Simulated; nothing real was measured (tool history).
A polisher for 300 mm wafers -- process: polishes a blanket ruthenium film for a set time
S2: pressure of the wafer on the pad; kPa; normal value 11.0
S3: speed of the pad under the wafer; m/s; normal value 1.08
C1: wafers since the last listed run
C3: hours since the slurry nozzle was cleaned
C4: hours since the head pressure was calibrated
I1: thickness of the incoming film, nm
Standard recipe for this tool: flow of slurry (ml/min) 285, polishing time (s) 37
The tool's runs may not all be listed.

run 1 hour=0.0 | flow_of_slurry_(ml/min)=285 S2=11.0 S3=1.08 polishing_time_(s)=37 | C1=0 wafers_polished_on_this_pad=472 C3=237.9 C4=321.2 | I1=343.4 | film_removed_(angstrom)=328
run 2 hour=13.8 | flow_of_slurry_(ml/min)=285 S2=12.4 S3=1.08 polishing_time_(s)=37 | C1=82 wafers_polished_on_this_pad=554 C3=251.7 C4=335.0 | I1=342.5 | film_removed_(angstrom)=360
run 3 hour=20.0 | flow_of_slurry_(ml/min)=315 S2=11.0 S3=0.94 polishing_time_(s)=37 | C1=37 wafers_polished_on_this_pad=592 C3=257.9 C4=341.2 | I1=338.7 | film_removed_(angstrom)=289
run 4 hour=31.7 | flow_of_slurry_(ml/min)=315 S2=11.0 S3=0.94 polishing_time_(s)=37 | C1=70 wafers_polished_on_this_pad=662 C3=269.6 C4=352.9 | I1=342.4 | film_removed_(angstrom)=289
run 5 hour=48.6 | flow_of_slurry_(ml/min)=315 S2=11.0 S3=0.94 polishing_time_(s)=37 | C1=101 wafers_polished_on_this_pad=763 C3=286.5 C4=369.8 | I1=342.0 | film_removed_(angstrom)=284
run 6 hour=64.6 | flow_of_slurry_(ml/min)=285 S2=11.0 S3=1.08 polishing_time_(s)=37 | C1=96 wafers_polished_on_this_pad=859 C3=302.5 C4=385.8 | I1=346.5 | film_removed_(angstrom)=322
run 7 hour=81.5 | flow_of_slurry_(ml/min)=285 S2=11.0 S3=0.88 polishing_time_(s)=37 | C1=101 wafers_polished_on_this_pad=961 C3=319.4 C4=402.7 | I1=341.2 | film_removed_(angstrom)=266
-- hour=83.8 head pressure recalibrated
run 8 hour=88.1 | flow_of_slurry_(ml/min)=285 S2=11.0 S3=0.88 polishing_time_(s)=37 | C1=27 wafers_polished_on_this_pad=988 C3=326.0 C4=4.3 | I1=343.8 | film_removed_(angstrom)=267
-- hour=111.1 slurry nozzle cleaned
run 9 hour=130.0 | flow_of_slurry_(ml/min)=285 S2=11.0 S3=0.88 polishing_time_(s)=37 | C1=245 wafers_polished_on_this_pad=1234 C3=18.9 C4=46.2 | I1=340.1 | film_removed_(angstrom)=253
run 10 hour=138.3 | flow_of_slurry_(ml/min)=345 S2=11.0 S3=0.92 polishing_time_(s)=37 | C1=49 wafers_polished_on_this_pad=1283 C3=27.2 C4=54.5 | I1=339.0 | film_removed_(angstrom)=273
run 11 hour=145.9 | flow_of_slurry_(ml/min)=345 S2=11.0 S3=0.92 polishing_time_(s)=37 | C1=45 wafers_polished_on_this_pad=1329 C3=34.8 C4=62.1 | I1=336.3 | film_removed_(angstrom)=271
run 12 hour=153.7 | flow_of_slurry_(ml/min)=345 S2=11.0 S3=0.92 polishing_time_(s)=37 | C1=46 wafers_polished_on_this_pad=1376 C3=42.6 C4=69.9 | I1=341.8 | film_removed_(angstrom)=267
-- hour=169.2 worn pad replaced by a new one
run 13 hour=171.7 | flow_of_slurry_(ml/min)=285 S2=11.0 S3=1.08 polishing_time_(s)=37 | C1=84 wafers_polished_on_this_pad=14 C3=60.6 C4=87.9 | I1=340.3 | film_removed_(angstrom)=292
run 14 hour=179.3 | flow_of_slurry_(ml/min)=285 S2=11.0 S3=1.08 polishing_time_(s)=37 | C1=45 wafers_polished_on_this_pad=60 C3=68.2 C4=95.5 | I1=342.8 | film_removed_(angstrom)=289
run 15 hour=192.4 | flow_of_slurry_(ml/min)=285 S2=13.8 S3=1.08 polishing_time_(s)=37 | C1=78 wafers_polished_on_this_pad=139 C3=81.3 C4=108.6 | I1=337.1 | film_removed_(angstrom)=351
run 16 hour=210.1 | flow_of_slurry_(ml/min)=285 S2=11.0 S3=1.08 polishing_time_(s)=37 | C1=106 wafers_polished_on_this_pad=245 C3=99.0 C4=126.3 | I1=338.6 | film_removed_(angstrom)=289
run 17 hour=219.1 | flow_of_slurry_(ml/min)=240 S2=11.0 S3=0.98 polishing_time_(s)=37 | C1=54 wafers_polished_on_this_pad=299 C3=108.0 C4=135.3 | I1=344.9 | film_removed_(angstrom)=263
run 18 hour=226.8 | flow_of_slurry_(ml/min)=250 S2=15.2 S3=0.84 polishing_time_(s)=24 | C1=46 wafers_polished_on_this_pad=345 C3=115.7 C4=143.0 | I1=341.5 | film_removed_(angstrom)=188
run 19 hour=237.0 | flow_of_slurry_(ml/min)=220 S2=11.0 S3=1.08 polishing_time_(s)=37 | C1=61 wafers_polished_on_this_pad=406 C3=125.9 C4=153.2 | I1=338.8 | film_removed_(angstrom)=282
run 20 hour=250.5 | flow_of_slurry_(ml/min)=370 S2=14.5 S3=1.34 polishing_time_(s)=48 | C1=81 wafers_polished_on_this_pad=487 C3=139.4 C4=166.7 | I1=340.6 | film_removed_(angstrom)=593
run 21 hour=263.7 | flow_of_slurry_(ml/min)=285 S2=9.0 S3=1.08 polishing_time_(s)=37 | C1=79 wafers_polished_on_this_pad=566 C3=152.6 C4=179.9 | I1=338.6 | film_removed_(angstrom)=241
-- hour=281.8 worn pad replaced by a new one, repeated, since the last time left the tool worse
run 22 hour=282.3 | flow_of_slurry_(ml/min)=285 S2=11.0 S3=0.94 polishing_time_(s)=41 | C1=87 wafers_polished_on_this_pad=3 C3=171.2 C4=198.5 | I1=341.8 | film_removed_(angstrom)=319
run 23 hour=290.1 | flow_of_slurry_(ml/min)=285 S2=6.9 S3=1.08 polishing_time_(s)=42 | C1=46 wafers_polished_on_this_pad=50 C3=179.0 C4=206.3 | I1=345.9 | film_removed_(angstrom)=268
run 24 hour=299.2 | flow_of_slurry_(ml/min)=285 S2=11.0 S3=1.08 polishing_time_(s)=37 | C1=54 wafers_polished_on_this_pad=104 C3=188.1 C4=215.4 | I1=333.9 | film_removed_(angstrom)=337
run 25 hour=311.5 | flow_of_slurry_(ml/min)=285 S2=7.6 S3=1.08 polishing_time_(s)=37 | C1=73 wafers_polished_on_this_pad=178 C3=200.4 C4=227.7 | I1=337.1 | film_removed_(angstrom)=256
run 26 hour=320.0 | flow_of_slurry_(ml/min)=210 S2=13.1 S3=1.08 polishing_time_(s)=37 | C1=51 wafers_polished_on_this_pad=229 C3=208.9 C4=236.2 | I1=342.0 | film_removed_(angstrom)=381
run 27 hour=329.3 | flow_of_slurry_(ml/min)=285 S2=13.8 S3=0.94 polishing_time_(s)=49 | C1=55 wafers_polished_on_this_pad=285 C3=218.2 C4=245.5 | I1=337.0 | film_removed_(angstrom)=461
run 28 hour=341.3 | flow_of_slurry_(ml/min)=285 S2=6.9 S3=1.32 polishing_time_(s)=37 | C1=72 wafers_polished_on_this_pad=357 C3=230.2 C4=257.5 | I1=343.3 | film_removed_(angstrom)=289
run 29 hour=354.4 | flow_of_slurry_(ml/min)=285 S2=11.0 S3=1.08 polishing_time_(s)=37 | C1=78 wafers_polished_on_this_pad=435 C3=243.3 C4=270.6 | I1=337.8 | film_removed_(angstrom)=335
run 30 hour=363.5 | flow_of_slurry_(ml/min)=230 S2=6.9 S3=1.08 polishing_time_(s)=28 | C1=54 wafers_polished_on_this_pad=490 C3=252.4 C4=279.7 | I1=344.1 | film_removed_(angstrom)=170
run 31 hour=372.9 | flow_of_slurry_(ml/min)=285 S2=11.0 S3=1.08 polishing_time_(s)=37 | C1=56 wafers_polished_on_this_pad=546 C3=261.8 C4=289.1 | I1=340.3 | film_removed_(angstrom)=332
run 32 hour=389.1 | flow_of_slurry_(ml/min)=285 S2=12.4 S3=1.34 polishing_time_(s)=49 | C1=97 wafers_polished_on_this_pad=644 C3=278.0 C4=305.3 | I1=343.5 | film_removed_(angstrom)=590
run 33 hour=403.9 | flow_of_slurry_(ml/min)=325 S2=11.0 S3=1.44 polishing_time_(s)=42 | C1=88 wafers_polished_on_this_pad=732 C3=292.8 C4=320.1 | I1=339.8 | film_removed_(angstrom)=504
run 34 hour=410.3 | flow_of_slurry_(ml/min)=365 S2=9.0 S3=0.72 polishing_time_(s)=37 | C1=38 wafers_polished_on_this_pad=771 C3=299.2 C4=326.5 | I1=343.6 | film_removed_(angstrom)=187
run 35 hour=460.9 | flow_of_slurry_(ml/min)=285 S2=11.0 S3=1.08 polishing_time_(s)=37 | C1=303 wafers_polished_on_this_pad=1074 C3=349.8 C4=377.1 | I1=338.4 | film_removed_(angstrom)=314
run 36 hour=471.5 | flow_of_slurry_(ml/min)=285 S2=11.0 S3=1.08 polishing_time_(s)=37 | C1=63 wafers_polished_on_this_pad=1138 C3=360.4 C4=387.7 | I1=338.1 | film_removed_(angstrom)=318
-- hour=481.7 slurry nozzle cleaned
-- hour=494.2 head pressure recalibrated
-- hour=498.2 worn pad replaced by a new one
run 37 hour=518.2 | flow_of_slurry_(ml/min)=315 S2=11.0 S3=0.94 polishing_time_(s)=37 | C1=238 wafers_polished_on_this_pad=119 C3=36.5 C4=24.0 | I1=346.2 | film_removed_(angstrom)=297
run 38 hour=536.2 | flow_of_slurry_(ml/min)=375 S2=15.2 S3=0.90 polishing_time_(s)=37 | C1=108 wafers_polished_on_this_pad=227 C3=54.5 C4=42.0 | I1=335.9 | film_removed_(angstrom)=362

Below, some changes in film removed (angstrom) between adjacent runs. For each, the amount present without the hidden state too (settings, incoming material, random variation) and the amount remaining for the hidden state with gauge scatter not shared by both compared results:
Unlogged tool condition in this case: removal rate lost through wear of the pad, %; slurry flow missing at the pad, %; deviation of the head's pressure from its setpoint, %.
Run 19 -> 20: flow of slurry (ml/min) 220 -> 370, S2 11.0 -> 14.5, S3 1.08 -> 1.34, polishing time (s) 37 -> 48. film removed (angstrom) +311: hidden state -55, all else +366.
Run 20 -> 21: flow of slurry (ml/min) 370 -> 285, S2 14.5 -> 9.0, S3 1.34 -> 1.08, polishing time (s) 48 -> 37. film removed (angstrom) -352: hidden state +61, all else -413.
Run 21 -> 22: S2 9.0 -> 11.0, S3 1.08 -> 0.94, polishing time (s) 37 -> 41, worn pad replaced by a new one, repeated, since the last time left the tool worse. film removed (angstrom) +78: hidden state +40, all else +38.
Run 33 -> 34: flow of slurry (ml/min) 325 -> 365, S2 11.0 -> 9.0, S3 1.44 -> 0.72, polishing time (s) 42 -> 37. film removed (angstrom) -317: hidden state +10, all else -327.
